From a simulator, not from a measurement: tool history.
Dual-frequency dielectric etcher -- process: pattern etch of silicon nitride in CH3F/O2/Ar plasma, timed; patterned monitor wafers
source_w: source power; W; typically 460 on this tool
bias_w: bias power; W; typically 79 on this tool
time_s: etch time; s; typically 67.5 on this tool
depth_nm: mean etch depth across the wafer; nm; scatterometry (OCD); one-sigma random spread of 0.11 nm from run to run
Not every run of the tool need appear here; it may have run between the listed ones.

run,day,source_w,bias_w,time_s,"read-back reference wafer on the same gauge, depth_nm",depth_nm
1,0,540,79,67.5,49.6,52
2,4.179,540,79,67.5,49.6,52.1
3,8.208,540,79,67.5,49.6,52
4,10.967,460,79,67.5,49.6,48.5
5,14.033,460,79,67.5,49.6,48.5
6,16.325,460,79,67.5,49.6,48.2
7,19.404,460,79,67.5,49.6,48.4
# day 24.054: wet clean of the chamber
8,24.075,460,79,67.5,49.6,48.5
9,25.942,460,79,67.5,49.6,48.6
# day 26.279: gauge calibrated
10,30.088,390,85,67.5,49.6,45.9
11,31.696,500,72,56.5,49.6,40.9
# day 34.146: source power generator calibrated
# day 34.567: upper electrode replaced
12,35.521,570,61,53.5,49.6,39.1
13,39.579,460,79,67.5,49.6,48.5
14,43.962,460,95,67.5,49.6,51.6
# day 44.783: bias power generator calibrated
# day 49.254: wet clean of the chamber
15,54.45,460,79,67.5,49.6,48.3
16,58.558,560,61,75,49.6,54.3
17,62.021,370,85,49,49.6,32.3
18,64.738,510,64,67.5,49.6,47.4
19,69.017,460,73,74,49.6,51.8

Predict each of these 5 candidate next runs independently; none follows another, all start after run 19:
A,69.033,460,79,67.5,?,?
B,69.033,460,64,67.5,?,?
C,69.033,540,61,67.5,?,?
D,69.033,460,87,67.5,?,?
E,69.033,550,79,67.5,?,?

run,"read-back reference wafer on the same gauge, depth_nm",depth_nm
A,49.6,48.3
B,49.6,45.1
C,49.6,47.9
D,49.6,50
E,49.6,52.6
Without the tool's hidden state the same runs would have given:
run,depth_nm
A,48.3
B,45.1
C,47.9
D,50
E,52.6
